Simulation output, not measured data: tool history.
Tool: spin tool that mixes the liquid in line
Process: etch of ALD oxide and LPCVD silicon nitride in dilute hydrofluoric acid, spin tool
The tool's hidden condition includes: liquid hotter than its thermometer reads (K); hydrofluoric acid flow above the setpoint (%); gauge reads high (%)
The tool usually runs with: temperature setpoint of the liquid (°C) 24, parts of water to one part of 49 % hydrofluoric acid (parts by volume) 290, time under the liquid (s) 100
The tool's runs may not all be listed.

| run | day | temperature setpoint of the liquid (°C) | parts of water to one part of 49 % hydrofluoric acid (parts by volume) | time under the liquid (s) | wafers since the last listed run | hours since the thermometer was replaced | hours since the hydrofluoric acid flow meter was replaced | hours since the gauge calibration | read-back film thickness of the ALD oxide reference wafer, read on the same gauge (nm) | thickness taken off the ALD oxide on a monitor wafer (nm) |
|---|---|---|---|---|---|---|---|---|---|---|
| 1 | 0 | 24 | 290 | 100 | 0 | 1275.5 | 1118.1 | 761.9 | 49.99 | 7.06 |
|  | 0.317 | thermometer replaced |
| 2 | 0.562 | 24 | 290 | 125 | 141 | 5.9 | 1131.6 | 775.4 | 50 | 8.83 |
| 3 | 1.092 | 24 | 290 | 125 | 143 | 18.6 | 1144.3 | 788.1 | 50.01 | 8.76 |
|  | 2.167 | gauge calibrated |
| 4 | 2.538 | 24 | 290 | 125 | 392 | 53.3 | 1179 | 8.9 | 50.04 | 8.82 |
| 5 | 3.488 | 24 | 290 | 100 | 258 | 76.1 | 1201.8 | 31.7 | 50.01 | 7.06 |
| 6 | 4.7 | 24 | 290 | 100 | 329 | 105.2 | 1230.9 | 60.8 | 49.98 | 7.04 |
| 7 | 5.212 | 24 | 290 | 100 | 139 | 117.5 | 1243.2 | 73.1 | 49.97 | 7.09 |
| 8 | 6.488 | 24 | 250 | 100 | 346 | 148.1 | 1273.8 | 103.7 | 50 | 8.5 |
| 9 | 7.946 | 24 | 385 | 100 | 396 | 183.1 | 1308.8 | 138.7 | 50.01 | 4.87 |
| 10 | 9.021 | 27 | 225 | 100 | 292 | 208.9 | 1334.6 | 164.5 | 49.96 | 10.78 |
| 11 | 10.046 | 24 | 425 | 65 | 278 | 233.5 | 1359.2 | 189.1 | 50 | 2.77 |
|  | 10.621 | hydrofluoric acid flow meter replaced |
| 12 | 11.138 | 24 | 290 | 100 | 285 | 259.7 | 12.4 | 215.3 | 50 | 6.84 |
| 13 | 12.517 | 24 | 290 | 100 | 374 | 292.8 | 45.5 | 248.4 | 50 | 6.85 |
| 14 | 13.762 | 24 | 290 | 100 | 338 | 322.7 | 75.4 | 278.3 | 49.98 | 6.84 |
| 15 | 14.312 | 24 | 215 | 100 | 149 | 335.9 | 88.6 | 291.5 | 50 | 9.93 |
| 16 | 15.671 | 24 | 380 | 50 | 368 | 368.5 | 121.2 | 324.1 | 49.95 | 2.42 |
| 17 | 16.896 | 25.5 | 145 | 100 | 332 | 397.9 | 150.6 | 353.5 | 49.99 | 16.94 |
| 18 | 17.842 | 21.5 | 290 | 135 | 256 | 420.6 | 173.3 | 376.2 | 50 | 8.5 |
| 19 | 18.838 | 24 | 290 | 100 | 270 | 444.5 | 197.2 | 400.1 | 50.01 | 6.89 |
| 20 | 19.567 | 24 | 335 | 155 | 198 | 462 | 214.7 | 417.6 | 49.97 | 8.78 |
| 21 | 21.054 | 26.5 | 170 | 120 | 404 | 497.7 | 250.4 | 453.3 | 49.97 | 17.41 |
| 22 | 21.629 | 21.5 | 335 | 140 | 156 | 511.5 | 264.2 | 467.1 | 50.01 | 7.32 |
| 23 | 22.571 | 21.5 | 290 | 100 | 255 | 534.1 | 286.8 | 489.7 | 49.96 | 6.33 |
| 24 | 23.65 | 19 | 290 | 160 | 293 | 560 | 312.7 | 515.6 | 50 | 9.17 |
| 25 | 24.825 | 24 | 290 | 100 | 319 | 588.2 | 340.9 | 543.8 | 50.01 | 6.91 |
| 26 | 26.221 | 24 | 290 | 100 | 379 | 621.7 | 374.4 | 577.3 | 50.01 | 6.91 |
| 27 | 27.283 | 24 | 290 | 100 | 288 | 647.2 | 399.9 | 602.8 | 49.99 | 6.93 |

Forecast each of these 3 alternatives for the next run:
| A | 27.3 | 24 | 290 | 130 | 4 | 647.6 | 400.3 | 603.2 | ? | ? |
| B | 27.3 | 19 | 435 | 155 | 4 | 647.6 | 400.3 | 603.2 | ? | ? |
| C | 27.3 | 24 | 395 | 100 | 4 | 647.6 | 400.3 | 603.2 | ? | ? |

| run | read-back film thickness of the ALD oxide reference wafer, read on the same gauge (nm) | thickness taken off the ALD oxide on a monitor wafer (nm) |
|---|---|---|
| A | 50.01 | 9.03 |
| B | 50.01 | 5.32 |
| C | 50.01 | 4.62 |
What these runs would have given with no unlogged condition in the tool:
| run | thickness taken off the ALD oxide on a monitor wafer (nm) |
|---|---|
| A | 8.91 |
| B | 5.24 |
| C | 4.56 |
